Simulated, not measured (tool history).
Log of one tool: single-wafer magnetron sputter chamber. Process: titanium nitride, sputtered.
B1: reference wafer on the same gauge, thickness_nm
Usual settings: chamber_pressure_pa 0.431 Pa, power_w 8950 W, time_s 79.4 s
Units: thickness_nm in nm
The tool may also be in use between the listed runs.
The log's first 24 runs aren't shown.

{"run": 25, "hour": 695.4, "chamber_pressure_pa": 0.431, "power_w": 8950, "time_s": 79.4, "B1": 100.903, "thickness_nm": 122.68}
{"run": 26, "hour": 726.5, "chamber_pressure_pa": 0.431, "power_w": 8950, "time_s": 79.4, "B1": 100.973, "thickness_nm": 122.558}
{"run": 27, "hour": 757.1, "chamber_pressure_pa": 0.431, "power_w": 7900, "time_s": 79.4, "B1": 100.967, "thickness_nm": 110.648}
{"run": 28, "hour": 785.3, "chamber_pressure_pa": 0.319, "power_w": 10050, "time_s": 73.5, "B1": 101.02, "thickness_nm": 131.917}
{"run": 29, "hour": 805.8, "chamber_pressure_pa": 0.431, "power_w": 8950, "time_s": 79.4, "B1": 100.878, "thickness_nm": 123.515}
{"run": 30, "hour": 824.9, "chamber_pressure_pa": 0.279, "power_w": 10700, "time_s": 90.9, "B1": 101.099, "thickness_nm": 174.989}
{"run": 31, "hour": 845.3, "chamber_pressure_pa": 0.588, "power_w": 10250, "time_s": 79.4, "B1": 101.034, "thickness_nm": 131.553}
{"run": 32, "hour": 874.2, "chamber_pressure_pa": 0.308, "power_w": 7200, "time_s": 70.3, "B1": 100.786, "thickness_nm": 91.425}
{"run": 33, "hour": 939.7, "chamber_pressure_pa": 0.513, "power_w": 10050, "time_s": 79.4, "B1": 100.981, "thickness_nm": 131.369}
{"run": 34, "hour": 955.6, "chamber_pressure_pa": 0.562, "power_w": 8950, "time_s": 79.4, "B1": 101.131, "thickness_nm": 116.084}

5 ways to go on from here, each from the tool as it stands after run 34. What would each give?
{"run": "A", "hour": 956.0, "chamber_pressure_pa": 0.431, "power_w": 8950, "time_s": 79.4, "B1": "?", "thickness_nm": "?"}
{"run": "B", "hour": 956.0, "chamber_pressure_pa": 0.597, "power_w": 8950, "time_s": 79.4, "B1": "?", "thickness_nm": "?"}
{"run": "C", "hour": 956.0, "chamber_pressure_pa": 0.303, "power_w": 10900, "time_s": 87.7, "B1": "?", "thickness_nm": "?"}
{"run": "D", "hour": 956.0, "chamber_pressure_pa": 0.431, "power_w": 7850, "time_s": 74.8, "B1": "?", "thickness_nm": "?"}
{"run": "E", "hour": 956.0, "chamber_pressure_pa": 0.339, "power_w": 10350, "time_s": 72.3, "B1": "?", "thickness_nm": "?"}

run=A B1=101.033 thickness_nm=121.335
run=B B1=101.033 thickness_nm=114.821
run=C B1=101.033 thickness_nm=168.466
run=D B1=101.033 thickness_nm=101.169
run=E B1=101.033 thickness_nm=130.643
Without the tool's hidden state the same runs would have given:
run=A thickness_nm=123.933
run=B thickness_nm=117.280
run=C thickness_nm=172.073
run=D thickness_nm=103.336
run=E thickness_nm=133.440
